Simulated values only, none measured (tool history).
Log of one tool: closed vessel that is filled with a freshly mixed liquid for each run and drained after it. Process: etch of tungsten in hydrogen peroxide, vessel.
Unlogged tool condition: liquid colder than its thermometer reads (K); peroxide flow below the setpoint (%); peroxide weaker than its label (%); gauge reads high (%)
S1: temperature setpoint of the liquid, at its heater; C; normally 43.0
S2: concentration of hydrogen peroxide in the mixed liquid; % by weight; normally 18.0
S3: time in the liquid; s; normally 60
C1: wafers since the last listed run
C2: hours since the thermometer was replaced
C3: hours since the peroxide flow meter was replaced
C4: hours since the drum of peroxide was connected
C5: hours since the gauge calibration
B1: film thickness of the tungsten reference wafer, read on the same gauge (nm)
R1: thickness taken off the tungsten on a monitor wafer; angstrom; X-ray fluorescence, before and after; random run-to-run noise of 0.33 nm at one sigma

| run | day | S1 | S2 | S3 | C1 | C2 | C3 | C4 | C5 | B1 | R1 |
|---|---|---|---|---|---|---|---|---|---|---|---|
| 1 | 0.000 | 48.0 | 18.0 | 85 | 0 | 1224.6 | 1673.2 | 351.5 | 602.0 | 68.92 | 1029.6 |
| 2 | 1.250 | 43.0 | 18.0 | 60 | 2831 | 1254.6 | 1703.2 | 381.5 | 632.0 | 68.82 | 524.2 |
| 3 | 2.088 | 43.0 | 18.0 | 60 | 1897 | 1274.7 | 1723.3 | 401.6 | 652.1 | 68.74 | 526.0 |
| 4 | 2.725 | 43.0 | 18.0 | 60 | 1444 | 1290.0 | 1738.6 | 416.9 | 667.4 | 68.65 | 530.2 |
| 5 | 3.467 | 43.0 | 18.0 | 60 | 1680 | 1307.8 | 1756.4 | 434.7 | 685.2 | 68.58 | 527.5 |
| 6 | 4.588 | 43.0 | 18.0 | 70 | 2538 | 1334.7 | 1783.3 | 461.6 | 712.1 | 68.50 | 608.3 |
| 7 | 5.775 | 43.0 | 18.0 | 70 | 2689 | 1363.2 | 1811.8 | 490.1 | 740.6 | 68.34 | 618.4 |
| 8 | 6.679 | 43.0 | 18.0 | 70 | 2048 | 1384.9 | 1833.5 | 511.8 | 762.3 | 68.24 | 616.4 |
|  | 7.542 | new drum of peroxide connected |
| 9 | 8.162 | 43.0 | 18.0 | 60 | 3265 | 1420.5 | 1869.1 | 14.9 | 797.9 | 68.08 | 525.7 |
| 10 | 8.792 | 43.0 | 18.0 | 60 | 1425 | 1435.6 | 1884.2 | 30.0 | 813.0 | 68.04 | 530.1 |
| 11 | 9.638 | 43.0 | 19.5 | 60 | 1916 | 1455.9 | 1904.5 | 50.3 | 833.3 | 67.88 | 547.6 |
| 12 | 10.838 | 43.0 | 19.5 | 60 | 2718 | 1484.7 | 1933.3 | 79.1 | 862.1 | 67.75 | 543.7 |
|  | 11.475 | thermometer replaced |
| 13 | 11.650 | 43.0 | 19.5 | 60 | 1746 | 4.2 | 1952.8 | 98.6 | 881.6 | 67.60 | 543.9 |
|  | 12.192 | gauge calibrated |
| 14 | 12.950 | 43.0 | 18.0 | 60 | 2944 | 35.4 | 1984.0 | 129.8 | 18.2 | 70.15 | 542.7 |
| 15 | 14.412 | 43.0 | 18.0 | 60 | 3312 | 70.5 | 2019.1 | 164.9 | 53.3 | 70.16 | 547.2 |

What does the tool deliver on the next run?
| 16 | 15.446 | 45.5 | 15.0 | 80 | 2340 | 95.3 | 2043.9 | 189.7 | 78.1 | ? | ? |

Run 16 produced B1 70.10, R1 767.4 angstrom.
The same run, on a tool lacking any hidden state, would have yielded R1 766.0 angstrom.
